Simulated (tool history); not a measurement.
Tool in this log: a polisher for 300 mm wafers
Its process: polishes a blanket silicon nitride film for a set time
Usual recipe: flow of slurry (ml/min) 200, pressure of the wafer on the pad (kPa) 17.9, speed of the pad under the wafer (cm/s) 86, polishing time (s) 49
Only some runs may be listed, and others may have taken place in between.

run	hour	flow of slurry (ml/min)	pressure of the wafer on the pad (kPa)	speed of the pad under the wafer (cm/s)	polishing time (s)	incoming thickness of the incoming film, nm	film removed (angstrom)
1	0.0	200	17.9	86	49	870.8	636
2	14.2	200	17.9	86	49	873.3	635
3	46.2	200	17.9	86	49	874.8	628
# hour 66.5: worn pad replaced by a new one
4	79.3	200	17.9	86	49	870.0	632
5	96.1	220	17.9	86	49	871.4	638
6	110.9	220	17.9	86	49	862.3	631
7	143.0	220	17.9	86	49	850.9	639
8	155.9	200	17.9	86	45	875.0	577
9	188.2	200	17.9	86	45	868.5	579
10	216.4	200	17.9	86	45	860.2	588
# hour 223.8: worn pad replaced by a new one
11	243.3	200	17.9	86	49	862.6	648
# hour 257.2: slurry nozzle cleaned
12	265.6	200	17.9	86	49	872.6	640
# hour 275.2: head pressure recalibrated
13	298.5	200	17.9	86	49	875.0	597
14	315.6	200	17.9	86	49	845.2	625
15	364.2	200	17.9	86	59	863.4	739
# hour 369.5: worn pad replaced by a new one
16	382.8	235	20.0	68	49	859.8	571
17	401.1	200	17.9	86	49	848.8	619
18	434.9	155	17.9	98	49	852.0	672
19	459.8	260	17.9	70	58	870.3	627
20	477.0	200	17.9	86	49	870.3	622
# hour 493.1: worn pad replaced by a new one
21	502.5	160	15.2	64	33	855.5	271
22	537.9	260	17.9	86	49	848.9	641
23	558.7	200	17.9	86	49	856.0	627
24	583.5	175	17.9	86	49	864.9	604
25	607.7	200	17.9	86	49	865.7	627
26	624.0	200	17.9	86	49	850.7	634
# hour 632.6: worn pad replaced by a new one
27	643.8	225	22.1	86	63	852.0	1002
28	675.0	200	17.9	86	49	858.5	618
29	704.7	200	13.8	112	49	856.7	591

Here are 3 independent what-if runs from the current tool condition. What would each one return?
A	705.1	200	17.9	86	49	848.5	?
B	705.1	200	17.9	86	64	848.5	?
C	705.1	200	22.1	86	49	848.5	?

run	film removed (angstrom)
A	625
B	817
C	770
Had the tool no hidden state, the same runs would have come out as:
run	film removed (angstrom)
A	609
B	795
C	749

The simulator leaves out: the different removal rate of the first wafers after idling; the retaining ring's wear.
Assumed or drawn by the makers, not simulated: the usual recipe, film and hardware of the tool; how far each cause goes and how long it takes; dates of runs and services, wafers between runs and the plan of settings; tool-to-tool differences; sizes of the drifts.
